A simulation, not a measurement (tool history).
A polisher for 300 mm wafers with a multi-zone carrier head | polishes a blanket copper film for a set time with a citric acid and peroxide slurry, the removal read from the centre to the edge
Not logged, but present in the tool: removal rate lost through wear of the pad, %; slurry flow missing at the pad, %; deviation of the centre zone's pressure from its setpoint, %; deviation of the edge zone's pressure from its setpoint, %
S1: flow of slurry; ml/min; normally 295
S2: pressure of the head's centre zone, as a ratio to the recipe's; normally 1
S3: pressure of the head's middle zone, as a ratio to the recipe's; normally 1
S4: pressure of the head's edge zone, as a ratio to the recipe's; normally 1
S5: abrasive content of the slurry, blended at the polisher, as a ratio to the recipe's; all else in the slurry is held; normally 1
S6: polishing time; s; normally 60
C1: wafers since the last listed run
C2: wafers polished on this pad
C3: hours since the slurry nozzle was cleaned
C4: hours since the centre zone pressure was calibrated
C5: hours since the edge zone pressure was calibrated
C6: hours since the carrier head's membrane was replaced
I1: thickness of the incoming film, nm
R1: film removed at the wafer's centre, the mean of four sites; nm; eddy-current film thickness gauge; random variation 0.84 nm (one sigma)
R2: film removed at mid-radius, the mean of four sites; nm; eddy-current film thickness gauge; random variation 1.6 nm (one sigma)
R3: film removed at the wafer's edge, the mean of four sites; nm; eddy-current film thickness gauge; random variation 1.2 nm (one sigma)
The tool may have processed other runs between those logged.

run,hour,S1,S2,S3,S4,S5,S6,C1,C2,C3,C4,C5,C6,I1,R1,R2,R3
1,0,295,1,1,1,1,60,0,2478,25,942,261.4,100.8,1112.1,129.7,125.8,125.4
# hour 18.8: centre zone pressure recalibrated
2,54.3,295,1,0.96,1,1,60,866,3345,79.3,35.5,315.7,155.1,1076.8,129.7,125.4,125.4
3,96.2,295,1,1,1,1,60,694,4039,121.2,77.4,357.6,197,1085,129.1,130.1,125.8
# hour 111.2: worn pad replaced by a new one
4,130.3,295,1,1,1,1,60,498,316,155.3,111.5,391.7,231.1,1076.2,130,125,125.3
5,154.8,295,1,1,1.03,1.25,60,405,722,179.8,136,416.2,255.6,1108.8,136.3,136.4,132.4
6,185.4,295,1.08,1.09,1,1.3,60,506,1229,210.4,166.6,446.8,286.2,1090.2,150,143.8,132.3
# hour 238.5: slurry nozzle cleaned
7,243.3,295,1.05,1,1,1,47,942,2172,4.8,224.5,504.7,344.1,1099.2,106.5,99.9,98.1
8,267.6,295,1,1,1,1,60,402,2574,29.1,248.8,529,368.4,1091.2,129.4,130.1,125.5
# hour 271.7: edge zone pressure recalibrated
9,313.4,295,1,1,1.03,1.25,60,725,3300,74.9,294.6,41.7,414.2,1114.9,135.6,134.8,133.9
10,377.7,295,1,1,1,1,60,1065,4365,139.2,358.9,106,478.5,1089.6,128.9,127.5,126.9
11,433.7,295,1,1,1,1,60,927,5293,195.2,414.9,162,534.5,1086.4,129.2,126.5,127.3
# hour 448.7: worn pad replaced by a new one
12,470.9,295,0.91,1,1,1.25,68,550,367,232.4,452.1,199.2,571.7,1090,140.6,151.9,152.1
13,497.4,295,1,1,1,1,60,439,806,258.9,478.6,225.7,598.2,1092.5,128.8,127.5,126.4
# hour 498.9: slurry nozzle cleaned
14,533.5,295,1,1,1,1,60,581,1388,34.6,514.7,261.8,634.3,1098.6,129.4,129.1,127.3
15,565.2,205,1,1,1.11,1,79,525,1913,66.3,546.4,293.5,666,1094.7,162.7,159.2,167.5
16,623.9,295,1,1,1.05,1,60,972,2886,125,605.1,352.2,724.7,1083.5,129.1,126.6,130.2
17,656.7,385,1,1,1,1,60,543,3429,157.8,637.9,385,757.5,1078.5,132.3,127.8,128.5
18,723.8,295,1,1,1.1,1,48,1111,4541,224.9,705,452.1,824.6,1093.2,102.6,102.8,107
# hour 759.7: worn pad replaced by a new one
19,760.2,295,1,1.08,1.06,1,60,536,7,261.3,741.4,488.5,861,1078.1,130.2,135.6,129.1
# hour 793: slurry nozzle cleaned
20,821.9,295,1,1,1,1,75,1005,1013,28.9,803.1,550.2,922.7,1084.7,161.9,161.6,158.9
21,857.6,295,0.92,1.12,1.04,1.1,60,591,1604,64.6,838.8,585.9,958.4,1082.4,120.8,141.9,131.5

Hidden condition of the tool, last listed run before each entry between runs versus first listed run after:
From run 1 to run 2: centre zone pressure recalibrated (hour 18.8)
  no hidden state differs between the two runs
From run 3 to run 4: worn pad replaced by a new one (hour 111.2)
  no hidden state differs between the two runs
From run 6 to run 7: slurry nozzle cleaned (hour 238.5)
  no hidden state differs between the two runs
From run 8 to run 9: edge zone pressure recalibrated (hour 271.7)
  no hidden state differs between the two runs
From run 11 to run 12: worn pad replaced by a new one (hour 448.7)
  no hidden state differs between the two runs
From run 13 to run 14: slurry nozzle cleaned (hour 498.9)
  no hidden state differs between the two runs
From run 18 to run 19: worn pad replaced by a new one (hour 759.7)
  no hidden state differs between the two runs
From run 19 to run 20: slurry nozzle cleaned (hour 793)
  no hidden state differs between the two runs
